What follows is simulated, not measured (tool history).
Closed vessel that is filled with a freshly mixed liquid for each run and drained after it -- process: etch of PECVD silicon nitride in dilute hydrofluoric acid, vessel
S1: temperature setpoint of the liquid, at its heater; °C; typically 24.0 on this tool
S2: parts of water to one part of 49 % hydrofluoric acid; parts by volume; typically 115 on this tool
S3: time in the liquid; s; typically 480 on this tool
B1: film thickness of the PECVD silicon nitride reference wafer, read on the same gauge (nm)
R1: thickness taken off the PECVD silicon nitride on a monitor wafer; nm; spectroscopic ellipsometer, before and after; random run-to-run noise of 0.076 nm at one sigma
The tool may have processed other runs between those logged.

| run | hour | S1 | S2 | S3 | B1 | R1 |
|---|---|---|---|---|---|---|
| 1 | 0.0 | 24.0 | 115 | 355 | 70.00 | 13.27 |
| 2 | 13.9 | 24.0 | 80 | 480 | 70.00 | 25.65 |
| 3 | 30.1 | 24.0 | 70 | 480 | 69.98 | 29.15 |
| 4 | 36.6 | 20.0 | 115 | 480 | 69.99 | 13.72 |
|  | 73.4 | gauge calibrated |
| 5 | 74.4 | 24.0 | 115 | 480 | 70.01 | 17.84 |
| 6 | 83.9 | 24.0 | 115 | 480 | 70.00 | 18.20 |
| 7 | 101.7 | 24.0 | 115 | 480 | 70.00 | 18.06 |
|  | 104.2 | thermometer replaced |
| 8 | 109.2 | 26.5 | 90 | 220 | 70.02 | 12.46 |
|  | 118.8 | hydrofluoric acid flow meter replaced |
| 9 | 119.3 | 24.0 | 115 | 605 | 70.01 | 24.27 |
| 10 | 126.3 | 24.0 | 115 | 310 | 70.01 | 12.58 |
| 11 | 139.4 | 24.0 | 115 | 310 | 70.02 | 12.52 |
|  | 144.8 | hydrofluoric acid flow meter replaced, repeated, since the last time left the tool worse |
| 12 | 153.3 | 28.5 | 115 | 480 | 70.00 | 22.53 |
| 13 | 165.8 | 25.5 | 100 | 675 | 70.02 | 30.07 |
| 14 | 181.0 | 24.0 | 115 | 480 | 70.00 | 17.01 |

Branching from run 14: 5 alternative next runs. What would each branch give?
| A | 181.8 | 24.0 | 115 | 725 | ? | ? |
| B | 181.8 | 20.5 | 95 | 750 | ? | ? |
| C | 181.8 | 29.0 | 70 | 395 | ? | ? |
| D | 181.8 | 19.5 | 150 | 655 | ? | ? |
| E | 181.8 | 24.0 | 175 | 480 | ? | ? |

| run | B1 | R1 |
|---|---|---|
| A | 69.97 | 25.72 |
| B | 69.97 | 25.41 |
| C | 69.97 | 31.72 |
| D | 69.97 | 13.29 |
| E | 69.97 | 11.24 |
Had the tool no hidden state, the same runs would have come out as:
| run | R1 |
|---|---|
| A | 25.48 |
| B | 25.18 |
| C | 31.43 |
| D | 13.16 |
| E | 11.14 |
